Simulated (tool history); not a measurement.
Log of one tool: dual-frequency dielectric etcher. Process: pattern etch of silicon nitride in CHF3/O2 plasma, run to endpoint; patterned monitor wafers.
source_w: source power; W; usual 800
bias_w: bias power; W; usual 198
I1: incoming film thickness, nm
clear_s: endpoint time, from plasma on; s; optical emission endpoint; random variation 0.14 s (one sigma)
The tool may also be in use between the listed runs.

run 1 day=0.000 | source_w=660 bias_w=220 | I1=78.5 | clear_s=46.3
run 2 day=1.229 | source_w=660 bias_w=220 | I1=78.3 | clear_s=46.0
run 3 day=2.779 | source_w=800 bias_w=188 | I1=78.3 | clear_s=47.7
run 4 day=5.000 | source_w=800 bias_w=198 | I1=78.0 | clear_s=46.0
-- day=6.079 wet clean of the chamber
run 5 day=6.146 | source_w=800 bias_w=198 | I1=77.7 | clear_s=46.5
run 6 day=7.975 | source_w=800 bias_w=198 | I1=78.3 | clear_s=46.9
run 7 day=9.825 | source_w=800 bias_w=198 | I1=77.8 | clear_s=46.3
run 8 day=11.583 | source_w=800 bias_w=181 | I1=79.0 | clear_s=49.3
run 9 day=13.871 | source_w=800 bias_w=181 | I1=78.2 | clear_s=48.4
-- day=15.642 upper electrode replaced
run 10 day=15.996 | source_w=800 bias_w=198 | I1=77.2 | clear_s=46.1
run 11 day=17.817 | source_w=800 bias_w=198 | I1=77.9 | clear_s=46.3
-- day=19.046 bias power generator calibrated
run 12 day=20.238 | source_w=800 bias_w=198 | I1=77.8 | clear_s=46.2
run 13 day=21.892 | source_w=610 bias_w=170 | I1=78.3 | clear_s=53.4
-- day=23.492 source power generator calibrated
run 14 day=26.212 | source_w=730 bias_w=218 | I1=78.6 | clear_s=45.2
run 15 day=27.629 | source_w=1000 bias_w=169 | I1=78.4 | clear_s=47.2
run 16 day=29.325 | source_w=700 bias_w=174 | I1=78.3 | clear_s=50.8
run 17 day=30.683 | source_w=800 bias_w=198 | I1=77.7 | clear_s=45.7
-- day=33.829 wet clean of the chamber
run 18 day=33.850 | source_w=970 bias_w=223 | I1=78.2 | clear_s=42.1
run 19 day=34.588 | source_w=980 bias_w=220 | I1=76.7 | clear_s=41.6
run 20 day=40.246 | source_w=660 bias_w=220 | I1=78.9 | clear_s=47.0
run 21 day=43.054 | source_w=800 bias_w=198 | I1=77.5 | clear_s=46.1
run 22 day=44.879 | source_w=700 bias_w=236 | I1=78.7 | clear_s=44.4
run 23 day=48.833 | source_w=800 bias_w=242 | I1=78.4 | clear_s=42.2
run 24 day=51.425 | source_w=640 bias_w=185 | I1=78.7 | clear_s=50.7

Forecast each of these 4 alternatives for the next run:
run A day=51.442 | source_w=800 bias_w=198 | I1=78.4 | clear_s=?
run B day=51.442 | source_w=860 bias_w=217 | I1=78.4 | clear_s=?
run C day=51.442 | source_w=870 bias_w=198 | I1=78.4 | clear_s=?
run D day=51.442 | source_w=870 bias_w=156 | I1=78.4 | clear_s=?

run=A clear_s=46.5
run=B clear_s=43.7
run=C clear_s=45.5
run=D clear_s=51.2
Without the tool's hidden state the same runs would have given:
run=A clear_s=47.2
run=B clear_s=44.4
run=C clear_s=46.2
run=D clear_s=52.0

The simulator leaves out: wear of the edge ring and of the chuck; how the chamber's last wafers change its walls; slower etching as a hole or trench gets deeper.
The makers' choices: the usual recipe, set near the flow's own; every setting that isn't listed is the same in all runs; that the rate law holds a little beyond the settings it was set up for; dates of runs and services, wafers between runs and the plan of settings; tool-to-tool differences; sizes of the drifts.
